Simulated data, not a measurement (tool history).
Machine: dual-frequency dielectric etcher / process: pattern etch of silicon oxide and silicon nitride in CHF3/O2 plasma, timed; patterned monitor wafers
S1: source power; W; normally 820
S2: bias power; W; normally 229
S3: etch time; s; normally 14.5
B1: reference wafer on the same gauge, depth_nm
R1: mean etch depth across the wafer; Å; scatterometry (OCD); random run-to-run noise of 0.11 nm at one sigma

run   hour   S1   S2    S3     B1     R1
  1    0.0  820  229  14.5  28.24  270.9
  2   24.2  820  229  14.5  28.21  269.2
  3   77.1  820  269  14.5  28.21  279.8
  4  132.8  820  229  14.5  28.17  266.2
  5  177.8  820  229  14.5  28.20  268.1
  6  214.8  820  229  14.5  28.20  264.5
     253.6  -- wet clean of the chamber
     264.9  -- gauge calibrated
     267.0  -- bias power generator calibrated
  7  269.3  820  229  14.5  28.21  273.1
     297.4  -- upper electrode replaced, of another model than before
  8  297.9  650  193  14.5  28.19  225.6
  9  345.6  820  229  11.0  28.21  205.7
     376.0  -- source power generator calibrated
 10  393.0  730  229  18.5  28.19  327.5
 11  452.7  820  177  14.5  28.23  242.2
 12  477.6  970  182  12.5  28.20  229.2

What does the tool deliver on the next run?
 13  509.5  690  255  17.0   ?   ?

{"run 13": {"B1": 28.17, "R1": 299.9}}
If the tool had no hidden condition, the same run with the same run-to-run variation would have returned R1 307.3 Å.
